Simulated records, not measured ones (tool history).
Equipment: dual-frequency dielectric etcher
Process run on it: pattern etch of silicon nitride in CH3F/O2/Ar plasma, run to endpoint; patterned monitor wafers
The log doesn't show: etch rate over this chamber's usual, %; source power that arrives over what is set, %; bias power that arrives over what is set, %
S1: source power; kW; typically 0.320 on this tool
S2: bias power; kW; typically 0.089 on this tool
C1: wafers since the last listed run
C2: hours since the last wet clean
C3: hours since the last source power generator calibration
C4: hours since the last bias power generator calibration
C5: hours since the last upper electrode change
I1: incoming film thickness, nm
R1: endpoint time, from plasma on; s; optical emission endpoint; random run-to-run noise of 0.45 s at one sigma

run    hour     S1     S2    C1     C2      C3      C4      C5     I1    R1
  1     0.0  0.320  0.089     0  174.4  2583.6  3916.2   536.6  40.20  62.8
      321.0  -- wet clean of the chamber
  2   321.5  0.320  0.089  4028    0.5  2905.1  4237.7   858.1  40.18  63.5
  3   375.9  0.320  0.089   736   54.9  2959.5  4292.1   912.5  40.37  63.3
  4   462.8  0.320  0.089  1176  141.8  3046.4  4379.0   999.4  40.16  63.4
  5   499.5  0.320  0.089   496  178.5  3083.1  4415.7  1036.1  39.82  62.1
  6   604.4  0.320  0.075  1420  283.4  3188.0  4520.6  1141.0  40.48  67.4
  7   664.5  0.320  0.075   813  343.5  3248.1  4580.7  1201.1  39.91  66.0
  8   717.8  0.320  0.089   721  396.8  3301.4  4634.0  1254.4  40.40  61.6
  9   825.5  0.320  0.089  1458  504.5  3409.1  4741.7  1362.1  40.64  61.8
      935.1  -- wet clean of the chamber
 10   935.6  0.320  0.089  1165    0.5  3519.2  4851.8  1472.2  40.39  63.6
 11  1022.5  0.360  0.089  1176   87.4  3606.1  4938.7  1559.1  40.27  58.7
 12  1230.4  0.360  0.089  2815  295.3  3814.0  5146.6  1767.0  40.31  57.2
     1252.8  -- source power generator calibrated
 13  1319.0  0.320  0.106  1145  383.9    66.2  5235.2  1855.6  40.44  57.6
     1327.8  -- bias power generator calibrated
 14  1358.3  0.320  0.106   478  423.2   105.5    30.5  1894.9  40.13  56.8
 15  1465.9  0.320  0.106  1457  530.8   213.1   138.1  2002.5  40.41  56.3
     1511.2  -- wet clean of the chamber
 16  1511.7  0.350  0.109   295    0.5   258.9   183.9  2048.3  39.91  54.1
 17  1597.5  0.390  0.097  1161   86.3   344.7   269.7  2134.1  40.39  53.8
 18  1673.3  0.320  0.089  1026  162.1   420.5   345.5  2209.9  39.94  61.4
 19  1729.0  0.400  0.103   754  217.8   476.2   401.2  2265.6  40.38  51.0
 20  1802.2  0.250  0.107   991  291.0   549.4   474.4  2338.8  40.20  65.8
     1848.7  -- upper electrode replaced
     2024.2  -- wet clean of the chamber
 21  2088.0  0.320  0.089  3220   63.8   835.2   760.2   239.3  39.86  61.7
 22  2157.1  0.320  0.110   935  132.9   904.3   829.3   308.4  40.31  56.4
 23  2348.7  0.290  0.108  2594  324.5  1095.9  1020.9   500.0  40.22  59.2
 24  2450.6  0.280  0.081  1379  426.4  1197.8  1122.8   601.9  40.47  68.8
 25  2499.6  0.320  0.089   663  475.4  1246.8  1171.8   650.9  40.09  60.0
 26  2605.9  0.320  0.106  1439  581.7  1353.1  1278.1   757.2  40.13  55.6
     2656.8  -- wet clean of the chamber
 27  2657.3  0.350  0.077   371    0.5  1404.5  1329.5   808.6  40.05  63.1
 28  2707.3  0.370  0.083   677   50.5  1454.5  1379.5   858.6  40.19  59.7
 29  2747.4  0.320  0.089   543   90.6  1494.6  1419.6   898.7  40.47  62.6
 30  2847.3  0.320  0.089  1352  190.5  1594.5  1519.5   998.6  39.90  61.4

Some steps in R1, run to run, broken into two amounts with sign: the step expected even without the hidden condition (settings, incoming material, random variation), and the rest, left for the hidden condition together with whatever gauge scatter is not in both the measured and the hidden-condition-free result:
Run 1 -> 2: wet clean of the chamber. R1 +0.7 s: hidden state +1.8, all else -1.1.
Run 9 -> 10: wet clean of the chamber. R1 +1.8 s: hidden state +2.6, all else -0.8.
Run 18 -> 19: S1 0.320 -> 0.400, S2 0.089 -> 0.103. R1 -10.4 s: hidden state -0.1, all else -10.3.
Run 19 -> 20: S1 0.400 -> 0.250, S2 0.103 -> 0.107. R1 +14.8 s: hidden state -0.7, all else +15.5.
Run 23 -> 24: S1 0.290 -> 0.280, S2 0.108 -> 0.081. R1 +9.6 s: hidden state -0.9, all else +10.5.
Run 26 -> 27: S1 0.320 -> 0.350, S2 0.106 -> 0.077, wet clean of the chamber. R1 +7.5 s: hidden state +2.7, all else +4.8.
